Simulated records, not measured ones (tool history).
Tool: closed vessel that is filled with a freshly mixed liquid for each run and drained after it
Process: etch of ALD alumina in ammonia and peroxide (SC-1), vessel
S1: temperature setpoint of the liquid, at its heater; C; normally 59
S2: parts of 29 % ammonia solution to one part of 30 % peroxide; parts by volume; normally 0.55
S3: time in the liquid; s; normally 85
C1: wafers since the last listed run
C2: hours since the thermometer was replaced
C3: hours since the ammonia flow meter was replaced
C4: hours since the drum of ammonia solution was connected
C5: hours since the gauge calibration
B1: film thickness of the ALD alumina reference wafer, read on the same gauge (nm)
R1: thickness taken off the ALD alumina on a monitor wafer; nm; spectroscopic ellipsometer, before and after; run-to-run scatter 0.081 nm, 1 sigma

run   hour    S1    S2   S3    C1      C2      C3     C4     C5      B1     R1
  1      0    59  0.55   85     0   852.5  2459.9  694.4  236.8  119.99   9.41
  2   17.8    59  0.55   85  1382   870.3  2477.7  712.2  254.6  119.99   9.37
  3   35.5    62  0.55   85  1374     888  2495.4  729.9  272.3  119.98  10.95
  4   48.2    59  0.55   85   986   900.7  2508.1  742.6    285  120.02   9.33
  5   58.5    59  0.55   85   799     911  2518.4  752.9  295.3  119.97   9.21
  6   72.3    59  0.55   85  1071   924.8  2532.2  766.7  309.1  120.02   9.23
  7   78.6    59  0.55   55   489   931.1  2538.5    773  315.4  120.01      6
  8   89.7    59  0.55   55   861   942.2  2549.6  784.1  326.5     120   5.99
  9   97.8    59  0.55   55   628   950.3  2557.7  792.2  334.6  119.99   6.01
     120.2  -- ammonia flow meter replaced
 10  125.4    59  0.55   85  2065   977.9     5.2  819.8  362.2     120   9.24
 11  135.3    59  0.55   85   768   987.8    15.1  829.7  372.1  120.03   9.16
 12  142.7    59  0.55   85   574   995.2    22.5  837.1  379.5     120   9.26
     142.9  -- gauge calibrated
 13  155.4    59   0.3   85   986  1007.9    35.2  849.8   12.5  120.03   8.58
 14  163.3  66.5  0.45   65   613  1015.8    43.1  857.7   20.4  120.01  10.15
 15  179.8  54.5  0.55   85  1281  1032.3    59.6  874.2   36.9  120.01   7.29
     193.6  -- thermometer replaced
 16  194.5    59  0.55   85  1063     0.9    74.3  888.9   51.6     120  10.35
     202.3  -- new drum of ammonia solution connected
 17    208    56  0.45   40   970    14.4    87.8    5.7   65.1     120   4.12
 18  221.8    59  0.55   85  1071    28.2   101.6   19.5   78.9  119.95   10.3
 19  237.1    59  0.45  110  1188    43.5   116.9   34.8   94.2  120.01  13.07
 20  254.9    59  0.55   85  1382    61.3   134.7   52.6    112  120.02  10.25
 21  266.6  62.5  0.65   55   908      73   146.4   64.3  123.7  119.99   8.03
 22  288.3    59   0.3   85  1685    94.7   168.1     86  145.4     120   9.57
 23  297.3  51.5  0.35   45   698   103.7   177.1     95  154.4  120.01   3.45
 24  312.2    59  0.25  115  1156   118.6     192  109.9  169.3  119.97  12.79
 25  322.4    59  0.55   85   792   128.8   202.2  120.1  179.5  119.99  10.03
 26  338.5    68   0.4   85  1250   144.9   218.3  136.2  195.6  119.98  15.54
 27  351.8  51.5  0.75  105  1032   158.2   231.6  149.5  208.9  120.01   8.69

Forecast each of these 3 alternatives for the next run:
  A  352.5    59  0.35   85  54  158.9  232.3  150.2  209.6   ?   ?
  B  352.5  65.5  0.75  100  54  158.9  232.3  150.2  209.6   ?   ?
  C  352.5  54.5  0.75   85  54  158.9  232.3  150.2  209.6   ?   ?

run      B1     R1
  A  120.04   9.64
  B  120.04  16.95
  C  120.04   8.18
Stripped of hidden state, with their random variation kept, the same runs would have yielded:
run     R1
  A   9.82
  B  17.25
  C   8.34

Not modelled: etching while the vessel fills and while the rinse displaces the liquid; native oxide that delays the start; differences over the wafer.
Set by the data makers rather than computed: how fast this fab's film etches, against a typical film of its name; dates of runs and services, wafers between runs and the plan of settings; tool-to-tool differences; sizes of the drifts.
